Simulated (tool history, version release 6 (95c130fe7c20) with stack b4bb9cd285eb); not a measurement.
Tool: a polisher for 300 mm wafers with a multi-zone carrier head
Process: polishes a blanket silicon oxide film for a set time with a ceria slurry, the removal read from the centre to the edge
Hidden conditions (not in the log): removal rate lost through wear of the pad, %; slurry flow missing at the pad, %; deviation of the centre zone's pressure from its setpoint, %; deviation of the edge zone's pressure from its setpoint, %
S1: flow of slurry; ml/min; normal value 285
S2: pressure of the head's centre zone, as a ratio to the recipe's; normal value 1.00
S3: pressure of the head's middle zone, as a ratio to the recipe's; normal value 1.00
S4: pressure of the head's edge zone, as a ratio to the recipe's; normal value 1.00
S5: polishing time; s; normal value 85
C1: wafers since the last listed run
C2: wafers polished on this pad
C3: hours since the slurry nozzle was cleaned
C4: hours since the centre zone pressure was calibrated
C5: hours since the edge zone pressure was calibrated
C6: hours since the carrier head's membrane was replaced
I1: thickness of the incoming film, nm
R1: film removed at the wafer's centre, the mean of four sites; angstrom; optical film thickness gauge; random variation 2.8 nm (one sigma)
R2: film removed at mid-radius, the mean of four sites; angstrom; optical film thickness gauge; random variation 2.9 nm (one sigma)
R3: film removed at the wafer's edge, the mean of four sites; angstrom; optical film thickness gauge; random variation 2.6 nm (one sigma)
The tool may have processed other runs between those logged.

run 1 hour=0.0 | S1=285 S2=1.00 S3=1.00 S4=1.00 S5=85 | C1=0 C2=1565 C3=491.8 C4=168.9 C5=381.2 C6=873.1 | I1=1192.7 | R1=2067 R2=1967 R3=2058
-- hour=46.8 worn pad replaced by a new one
run 2 hour=83.2 | S1=285 S2=1.00 S3=1.00 S4=1.00 S5=85 | C1=703 C2=323 C3=575.0 C4=252.1 C5=464.4 C6=956.3 | I1=1200.9 | R1=1981 R2=2028 R3=2032
run 3 hour=151.7 | S1=285 S2=1.00 S3=1.00 S4=1.00 S5=85 | C1=608 C2=931 C3=643.5 C4=320.6 C5=532.9 C6=1024.8 | I1=1196.7 | R1=2035 R2=1966 R3=2030
-- hour=160.7 slurry nozzle cleaned
run 4 hour=211.1 | S1=285 S2=1.00 S3=1.00 S4=1.00 S5=85 | C1=518 C2=1450 C3=50.4 C4=380.0 C5=592.3 C6=1084.2 | I1=1200.0 | R1=2050 R2=2036 R3=2040
run 5 hour=253.6 | S1=285 S2=1.00 S3=1.00 S4=1.00 S5=103 | C1=377 C2=1828 C3=92.9 C4=422.5 C5=634.8 C6=1126.7 | I1=1185.4 | R1=2449 R2=2440 R3=2473
-- hour=327.9 worn pad replaced by a new one
run 6 hour=351.8 | S1=285 S2=1.00 S3=1.00 S4=0.93 S5=85 | C1=836 C2=212 C3=191.1 C4=520.7 C5=733.0 C6=1224.9 | I1=1194.2 | R1=2024 R2=2039 R3=1994
run 7 hour=392.4 | S1=285 S2=1.00 S3=1.00 S4=0.93 S5=85 | C1=360 C2=573 C3=231.7 C4=561.3 C5=773.6 C6=1265.5 | I1=1206.6 | R1=2032 R2=2038 R3=2010
run 8 hour=494.0 | S1=285 S2=1.05 S3=1.00 S4=1.00 S5=85 | C1=902 C2=1475 C3=333.3 C4=662.9 C5=875.2 C6=1367.1 | I1=1182.8 | R1=2154 R2=2001 R3=2033
-- hour=607.9 worn pad replaced by a new one
run 9 hour=622.3 | S1=285 S2=1.10 S3=1.08 S4=1.08 S5=85 | C1=1104 C2=127 C3=461.6 C4=791.2 C5=1003.5 C6=1495.4 | I1=1202.2 | R1=2273 R2=2184 R3=2078
-- hour=694.2 slurry nozzle cleaned
run 10 hour=723.6 | S1=285 S2=1.08 S3=1.00 S4=1.00 S5=85 | C1=891 C2=1019 C3=29.4 C4=892.5 C5=1104.8 C6=1596.7 | I1=1188.5 | R1=2201 R2=2028 R3=2037
run 11 hour=793.6 | S1=185 S2=0.92 S3=0.92 S4=1.00 S5=85 | C1=621 C2=1640 C3=99.4 C4=962.5 C5=1174.8 C6=1666.7 | I1=1176.3 | R1=1739 R2=1694 R3=1934
-- hour=798.1 edge zone pressure recalibrated
-- hour=835.9 worn pad replaced by a new one
run 12 hour=861.6 | S1=285 S2=1.00 S3=1.00 S4=1.00 S5=85 | C1=550 C2=228 C3=167.4 C4=1030.5 C5=63.5 C6=1734.7 | I1=1198.6 | R1=2046 R2=2026 R3=2096
-- hour=896.6 centre zone pressure recalibrated
run 13 hour=919.8 | S1=360 S2=1.00 S3=1.00 S4=1.00 S5=85 | C1=499 C2=727 C3=225.6 C4=23.2 C5=121.7 C6=1792.9 | I1=1219.2 | R1=2133 R2=2066 R3=2102
-- hour=929.5 carrier head's membrane replaced by a new one
-- hour=1070.0 worn pad replaced by a new one
run 14 hour=1158.8 | S1=205 S2=0.95 S3=1.05 S4=1.00 S5=110 | C1=2043 C2=788 C3=464.6 C4=262.2 C5=360.7 C6=229.3 | I1=1213.2 | R1=2361 R2=2560 R3=2553
run 15 hour=1254.7 | S1=310 S2=0.94 S3=1.00 S4=1.00 S5=106 | C1=851 C2=1640 C3=560.5 C4=358.1 C5=456.6 C6=325.2 | I1=1213.1 | R1=2418 R2=2476 R3=2549
-- hour=1315.4 worn pad replaced by a new one
run 16 hour=1317.9 | S1=285 S2=1.00 S3=1.00 S4=1.00 S5=60 | C1=525 C2=22 C3=623.7 C4=421.3 C5=519.8 C6=388.4 | I1=1198.4 | R1=1455 R2=1438 R3=1421

Hidden condition of the tool, last listed run before each entry between runs versus first listed run after:
Run 1 -> run 2: worn pad replaced by a new one (hour 46.8)
  no difference in the tool's unlogged condition between these two runs
Run 3 -> run 4: slurry nozzle cleaned (hour 160.7)
  no difference in the tool's unlogged condition between these two runs
Run 5 -> run 6: worn pad replaced by a new one (hour 327.9)
  no difference in the tool's unlogged condition between these two runs
Run 8 -> run 9: worn pad replaced by a new one (hour 607.9)
  no difference in the tool's unlogged condition between these two runs
Run 9 -> run 10: slurry nozzle cleaned (hour 694.2)
  no difference in the tool's unlogged condition between these two runs
Run 11 -> run 12: edge zone pressure recalibrated (hour 798.1); worn pad replaced by a new one (hour 835.9)
  no difference in the tool's unlogged condition between these two runs
Run 12 -> run 13: centre zone pressure recalibrated (hour 896.6)
  no difference in the tool's unlogged condition between these two runs
Run 13 -> run 14: carrier head's membrane replaced by a new one (hour 929.5); worn pad replaced by a new one (hour 1070.0)
  no difference in the tool's unlogged condition between these two runs
Run 15 -> run 16: worn pad replaced by a new one (hour 1315.4)
  no difference in the tool's unlogged condition between these two runs
